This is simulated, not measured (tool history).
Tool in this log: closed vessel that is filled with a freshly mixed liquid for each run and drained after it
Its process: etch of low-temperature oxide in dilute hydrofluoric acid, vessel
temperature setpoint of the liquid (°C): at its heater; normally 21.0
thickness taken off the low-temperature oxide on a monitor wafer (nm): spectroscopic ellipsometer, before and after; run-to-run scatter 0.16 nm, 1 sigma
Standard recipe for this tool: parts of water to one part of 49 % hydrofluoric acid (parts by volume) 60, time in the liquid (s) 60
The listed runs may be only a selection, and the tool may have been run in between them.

| run | day | temperature setpoint of the liquid (°C) | parts of water to one part of 49 % hydrofluoric acid (parts by volume) | time in the liquid (s) | wafers since the last listed run | hours since the thermometer was replaced | hours since the hydrofluoric acid flow meter was replaced | hours since the gauge calibration | read-back film thickness of the low-temperature oxide reference wafer, read on the same gauge (nm) | thickness taken off the low-temperature oxide on a monitor wafer (nm) |
|---|---|---|---|---|---|---|---|---|---|---|
| 1 | 0.000 | 21.0 | 60 | 60 | 0 | 2112.6 | 108.7 | 860.5 | 30.01 | 18.02 |
| 2 | 1.896 | 21.0 | 60 | 60 | 3293 | 2158.1 | 154.2 | 906.0 | 30.00 | 18.08 |
| 3 | 4.817 | 21.0 | 60 | 60 | 5074 | 2228.2 | 224.3 | 976.1 | 29.99 | 18.23 |
| 4 | 7.133 | 17.5 | 60 | 40 | 4025 | 2283.8 | 279.9 | 1031.7 | 30.00 | 10.63 |
| 5 | 11.033 | 21.0 | 60 | 60 | 6776 | 2377.4 | 373.5 | 1125.3 | 29.98 | 18.55 |
| 6 | 13.925 | 21.0 | 60 | 60 | 5024 | 2446.8 | 442.9 | 1194.7 | 30.03 | 18.93 |
| 7 | 15.342 | 21.0 | 60 | 60 | 2461 | 2480.8 | 476.9 | 1228.7 | 29.98 | 18.74 |
| 8 | 18.246 | 21.0 | 60 | 60 | 5045 | 2550.5 | 546.6 | 1298.4 | 29.99 | 18.88 |
| 9 | 20.296 | 21.0 | 60 | 60 | 3561 | 2599.7 | 595.8 | 1347.6 | 29.99 | 19.44 |
| 10 | 22.367 | 21.0 | 60 | 60 | 3598 | 2649.4 | 645.5 | 1397.3 | 30.02 | 19.08 |
| 11 | 25.271 | 18.0 | 60 | 45 | 5045 | 2719.1 | 715.2 | 1467.0 | 30.02 | 13.02 |
| 12 | 26.496 | 18.0 | 60 | 45 | 2128 | 2748.5 | 744.6 | 1496.4 | 30.02 | 12.80 |
| 13 | 29.392 | 18.0 | 60 | 45 | 5031 | 2818.0 | 814.1 | 1565.9 | 30.00 | 13.04 |
| 14 | 30.500 | 21.0 | 60 | 60 | 1925 | 2844.6 | 840.7 | 1592.5 | 30.01 | 19.75 |
|  | 33.542 | hydrofluoric acid flow meter replaced |
| 15 | 36.825 | 21.0 | 60 | 60 | 10917 | 2996.4 | 78.8 | 1744.3 | 29.99 | 17.94 |
| 16 | 39.279 | 21.0 | 40 | 40 | 4264 | 3055.3 | 137.7 | 1803.2 | 29.98 | 18.14 |
| 17 | 40.346 | 22.5 | 85 | 60 | 1853 | 3080.9 | 163.3 | 1828.8 | 29.97 | 13.12 |
| 18 | 42.979 | 21.0 | 60 | 60 | 4575 | 3144.1 | 226.5 | 1892.0 | 30.01 | 18.23 |
| 19 | 45.704 | 21.0 | 60 | 60 | 4734 | 3209.5 | 291.9 | 1957.4 | 30.01 | 18.47 |
|  | 46.396 | thermometer replaced |
| 20 | 47.150 | 21.0 | 75 | 60 | 2439 | 18.1 | 326.6 | 1992.1 | 29.98 | 14.46 |
| 21 | 48.671 | 21.0 | 60 | 60 | 2642 | 54.6 | 363.1 | 2028.6 | 30.02 | 18.46 |
| 22 | 50.796 | 21.0 | 40 | 70 | 3692 | 105.6 | 414.1 | 2079.6 | 29.98 | 32.63 |
| 23 | 53.425 | 21.0 | 60 | 60 | 4568 | 168.7 | 477.2 | 2142.7 | 29.99 | 18.47 |
| 24 | 56.271 | 17.5 | 45 | 40 | 4944 | 237.0 | 545.5 | 2211.0 | 29.98 | 14.74 |
| 25 | 57.900 | 17.0 | 60 | 40 | 2830 | 276.1 | 584.6 | 2250.1 | 30.02 | 10.74 |
|  | 58.971 | gauge calibrated |
| 26 | 60.175 | 21.0 | 80 | 30 | 3952 | 330.7 | 639.2 | 28.9 | 30.00 | 6.98 |
|  | 64.958 | hydrofluoric acid flow meter replaced |
| 27 | 68.150 | 21.0 | 40 | 85 | 13784 | 522.1 | 76.6 | 220.3 | 30.03 | 38.79 |
| 28 | 70.800 | 19.5 | 60 | 60 | 4604 | 585.7 | 140.2 | 283.9 | 30.00 | 16.78 |
| 29 | 73.038 | 18.0 | 60 | 45 | 3887 | 639.4 | 193.9 | 337.6 | 30.01 | 11.81 |
| 30 | 75.504 | 25.5 | 60 | 60 | 4285 | 698.6 | 253.1 | 396.8 | 30.01 | 21.81 |
| 31 | 77.583 | 22.5 | 85 | 35 | 3612 | 748.5 | 303.0 | 446.7 | 30.01 | 7.80 |
| 32 | 79.429 | 21.0 | 60 | 60 | 3207 | 792.8 | 347.3 | 491.0 | 29.99 | 18.40 |

Consider 4 possible next runs. They are alternatives, not a sequence: every one starts from the tool as it was left by run 32. What does each give?
| A | 79.458 | 21.0 | 60 | 60 | 50 | 793.5 | 348.0 | 491.7 | ? | ? |
| B | 79.458 | 17.0 | 45 | 90 | 50 | 793.5 | 348.0 | 491.7 | ? | ? |
| C | 79.458 | 17.0 | 85 | 30 | 50 | 793.5 | 348.0 | 491.7 | ? | ? |
| D | 79.458 | 21.0 | 60 | 80 | 50 | 793.5 | 348.0 | 491.7 | ? | ? |

| run | read-back film thickness of the low-temperature oxide reference wafer, read on the same gauge (nm) | thickness taken off the low-temperature oxide on a monitor wafer (nm) |
|---|---|---|
| A | 29.98 | 18.49 |
| B | 29.98 | 31.68 |
| C | 29.98 | 5.36 |
| D | 29.98 | 24.65 |
With the hidden condition removed and each run's random variation left untouched, the same runs would have given:
| run | thickness taken off the low-temperature oxide on a monitor wafer (nm) |
|---|---|
| A | 17.55 |
| B | 30.11 |
| C | 5.09 |
| D | 23.40 |
